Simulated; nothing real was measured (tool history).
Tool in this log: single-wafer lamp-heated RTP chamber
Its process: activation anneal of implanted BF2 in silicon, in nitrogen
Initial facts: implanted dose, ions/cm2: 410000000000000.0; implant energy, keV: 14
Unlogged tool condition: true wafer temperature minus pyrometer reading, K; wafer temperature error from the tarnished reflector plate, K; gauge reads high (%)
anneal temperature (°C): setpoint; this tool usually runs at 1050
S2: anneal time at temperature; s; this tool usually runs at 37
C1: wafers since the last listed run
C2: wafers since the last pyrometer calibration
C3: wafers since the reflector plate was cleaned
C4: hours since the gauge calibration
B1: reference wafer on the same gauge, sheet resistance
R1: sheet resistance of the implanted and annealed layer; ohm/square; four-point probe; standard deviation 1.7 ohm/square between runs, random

run 1 hour=0 | anneal_temperature_(°C)=1069 S2=51 | C1=0 C2=4722 C3=3379 C4=737.1 | B1=366.27 | R1=325.02
run 2 hour=97.2 | anneal_temperature_(°C)=1069 S2=51 | C1=1295 C2=6017 C3=4675 C4=834.3 | B1=366.47 | R1=322.14
run 3 hour=192.9 | anneal_temperature_(°C)=1050 S2=37 | C1=1275 C2=7293 C3=5950 C4=930 | B1=366.3 | R1=332.05
-- hour=215.5 pyrometer window cleaned and pyrometer calibrated
run 4 hour=254.7 | anneal_temperature_(°C)=1050 S2=23 | C1=717 C2=521 C3=6667 C4=991.8 | B1=365.6 | R1=344.01
-- hour=326.7 reflector plate cleaned
run 5 hour=362.3 | anneal_temperature_(°C)=1050 S2=37 | C1=1327 C2=1849 C3=474 C4=1099.4 | B1=365.41 | R1=334.74
run 6 hour=449.8 | anneal_temperature_(°C)=1050 S2=37 | C1=1166 C2=3015 C3=1640 C4=1186.9 | B1=365.68 | R1=334.27
run 7 hour=713.5 | anneal_temperature_(°C)=1050 S2=37 | C1=3514 C2=6530 C3=5155 C4=1450.6 | B1=364.6 | R1=332.31
-- hour=753.9 pyrometer window cleaned and pyrometer calibrated
run 8 hour=805.6 | anneal_temperature_(°C)=1050 S2=37 | C1=1120 C2=688 C3=6276 C4=1542.7 | B1=364.23 | R1=333.21
-- hour=877.8 reflector plate cleaned
run 9 hour=895 | anneal_temperature_(°C)=1050 S2=37 | C1=1084 C2=1773 C3=229 C4=1632.1 | B1=364.3 | R1=330.46
run 10 hour=969.4 | anneal_temperature_(°C)=1050 S2=37 | C1=991 C2=2764 C3=1221 C4=1706.5 | B1=362.88 | R1=330
run 11 hour=1016.2 | anneal_temperature_(°C)=1050 S2=37 | C1=623 C2=3388 C3=1845 C4=1753.3 | B1=364.03 | R1=329.74
run 12 hour=1061 | anneal_temperature_(°C)=1050 S2=37 | C1=597 C2=3985 C3=2442 C4=1798.1 | B1=362.69 | R1=331.17
run 13 hour=1125.2 | anneal_temperature_(°C)=1050 S2=37 | C1=855 C2=4841 C3=3297 C4=1862.3 | B1=362.99 | R1=330.2
-- hour=1390.2 pyrometer window cleaned and pyrometer calibrated
run 14 hour=1399.9 | anneal_temperature_(°C)=1050 S2=37 | C1=3554 C2=129 C3=6852 C4=2137 | B1=361.83 | R1=332.85
-- hour=1530.9 reflector plate cleaned
run 15 hour=1536.3 | anneal_temperature_(°C)=1050 S2=37 | C1=1711 C2=1840 C3=72 C4=2273.4 | B1=361.13 | R1=329.4
run 16 hour=1639 | anneal_temperature_(°C)=1050 S2=46 | C1=1368 C2=3209 C3=1440 C4=2376.1 | B1=360.67 | R1=324.38
run 17 hour=1701.6 | anneal_temperature_(°C)=1026 S2=51 | C1=834 C2=4043 C3=2275 C4=2438.7 | B1=359.86 | R1=333.81
run 18 hour=1777.4 | anneal_temperature_(°C)=1079 S2=17 | C1=1010 C2=5053 C3=3285 C4=2514.5 | B1=359.65 | R1=331.48
run 19 hour=1842.6 | anneal_temperature_(°C)=1027 S2=55 | C1=868 C2=5922 C3=4154 C4=2579.7 | B1=358.46 | R1=331.6
-- hour=1986.7 pyrometer window cleaned and pyrometer calibrated
run 20 hour=2146.6 | anneal_temperature_(°C)=1050 S2=22 | C1=3945 C2=2131 C3=8099 C4=2883.7 | B1=356.47 | R1=334.79
-- hour=2197.8 reflector plate cleaned
-- hour=2358.5 gauge calibrated
run 21 hour=2457.8 | anneal_temperature_(°C)=1079 S2=57 | C1=4041 C2=6172 C3=3465 C4=99.3 | B1=364.9 | R1=322.26
run 22 hour=2504.1 | anneal_temperature_(°C)=1050 S2=37 | C1=617 C2=6789 C3=4082 C4=145.6 | B1=364.71 | R1=333.08
run 23 hour=2548.9 | anneal_temperature_(°C)=1050 S2=37 | C1=597 C2=7386 C3=4679 C4=190.4 | B1=364.62 | R1=334
-- hour=2586.4 pyrometer window cleaned and pyrometer calibrated
run 24 hour=2586.9 | anneal_temperature_(°C)=1050 S2=37 | C1=399 C2=6 C3=5079 C4=228.4 | B1=364.66 | R1=332.21
run 25 hour=2656.2 | anneal_temperature_(°C)=1050 S2=37 | C1=923 C2=930 C3=6003 C4=297.7 | B1=365.29 | R1=329.26
run 26 hour=2708 | anneal_temperature_(°C)=1066 S2=46 | C1=690 C2=1620 C3=6693 C4=349.5 | B1=364.18 | R1=322.36

Run 27, settings as shown, results not yet in. Your forecast:
-- hour=2731.5 reflector plate cleaned
run 27 hour=2760.9 | anneal_temperature_(°C)=1042 S2=37 | C1=598 C2=2219 C3=392 C4=402.4 | B1=? | R1=?

{"run 27": {"B1": 364.64, "R1": 334.93}}
Take away the tool's hidden state, keep the run-to-run variation as it was, and the same run would have given R1 336.39 ohm/square.
